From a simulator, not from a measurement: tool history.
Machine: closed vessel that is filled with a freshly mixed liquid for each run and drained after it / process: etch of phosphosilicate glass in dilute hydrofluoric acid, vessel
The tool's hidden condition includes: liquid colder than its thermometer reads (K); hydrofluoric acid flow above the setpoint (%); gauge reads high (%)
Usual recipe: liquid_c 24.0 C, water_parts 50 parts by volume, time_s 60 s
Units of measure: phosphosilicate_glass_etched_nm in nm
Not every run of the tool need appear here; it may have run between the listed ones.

| run | day | liquid_c | water_parts | time_s | wafers since the last listed run | hours since the thermometer was replaced | hours since the hydrofluoric acid flow meter was replaced | hours since the gauge calibration | read-back film thickness of the phosphosilicate glass reference wafer, read on the same gauge (nm) | phosphosilicate_glass_etched_nm |
|---|---|---|---|---|---|---|---|---|---|---|
| 1 | 0.000 | 24.0 | 50 | 60 | 0 | 1868.4 | 1207.6 | 479.6 | 98.23 | 256.16 |
| 2 | 0.833 | 24.0 | 50 | 60 | 1357 | 1888.4 | 1227.6 | 499.6 | 98.16 | 255.63 |
| 3 | 4.450 | 24.0 | 70 | 70 | 5891 | 1975.2 | 1314.4 | 586.4 | 97.83 | 207.38 |
| 4 | 7.088 | 24.0 | 70 | 70 | 4296 | 2038.5 | 1377.7 | 649.7 | 97.56 | 205.69 |
| 5 | 7.900 | 24.0 | 70 | 70 | 1323 | 2058.0 | 1397.2 | 669.2 | 97.49 | 207.30 |
| 6 | 8.646 | 24.0 | 50 | 60 | 1215 | 2075.9 | 1415.1 | 687.1 | 97.41 | 254.93 |
| 7 | 9.992 | 24.0 | 50 | 60 | 2192 | 2108.2 | 1447.4 | 719.4 | 97.27 | 253.74 |
| 8 | 11.317 | 24.0 | 50 | 60 | 2158 | 2140.0 | 1479.2 | 751.2 | 97.18 | 252.93 |
| 9 | 12.808 | 24.0 | 50 | 60 | 2430 | 2175.8 | 1515.0 | 787.0 | 97.02 | 252.14 |
| 10 | 13.596 | 24.0 | 50 | 60 | 1282 | 2194.7 | 1533.9 | 805.9 | 96.89 | 254.30 |
|  | 14.362 | gauge calibrated |
| 11 | 15.054 | 24.0 | 50 | 60 | 2375 | 2229.7 | 1568.9 | 16.6 | 100.13 | 260.72 |
| 12 | 16.400 | 24.0 | 50 | 60 | 2192 | 2262.0 | 1601.2 | 48.9 | 100.02 | 260.83 |
| 13 | 17.483 | 27.0 | 70 | 45 | 1764 | 2288.0 | 1627.2 | 74.9 | 99.89 | 152.40 |
|  | 18.200 | hydrofluoric acid flow meter replaced |
| 14 | 18.588 | 24.0 | 50 | 60 | 1730 | 2314.5 | 9.3 | 101.4 | 99.79 | 259.74 |
| 15 | 20.050 | 24.0 | 50 | 60 | 2382 | 2349.6 | 44.4 | 136.5 | 99.67 | 259.12 |
| 16 | 20.942 | 26.0 | 40 | 45 | 1452 | 2371.0 | 65.8 | 157.9 | 99.55 | 266.54 |
| 17 | 21.725 | 21.5 | 40 | 60 | 1276 | 2389.8 | 84.6 | 176.7 | 99.49 | 295.67 |
|  | 22.533 | thermometer replaced |
| 18 | 23.154 | 28.0 | 70 | 90 | 2260 | 14.9 | 118.9 | 211.0 | 99.39 | 315.05 |
| 19 | 23.704 | 26.5 | 40 | 50 | 895 | 28.1 | 132.1 | 224.2 | 99.32 | 302.85 |

Run 20 has not been measured yet. What should we expect?
| 20 | 24.633 | 24.0 | 50 | 60 | 1513 | 50.4 | 154.4 | 246.5 | ? | ? |

{"run 20": {"read-back film thickness of the phosphosilicate glass reference wafer, read on the same gauge (nm)": 99.21, "phosphosilicate_glass_etched_nm": 259.18}}
Were there no unlogged condition in the tool, this run, its random variation unchanged, would have produced phosphosilicate_glass_etched_nm 261.22 nm.

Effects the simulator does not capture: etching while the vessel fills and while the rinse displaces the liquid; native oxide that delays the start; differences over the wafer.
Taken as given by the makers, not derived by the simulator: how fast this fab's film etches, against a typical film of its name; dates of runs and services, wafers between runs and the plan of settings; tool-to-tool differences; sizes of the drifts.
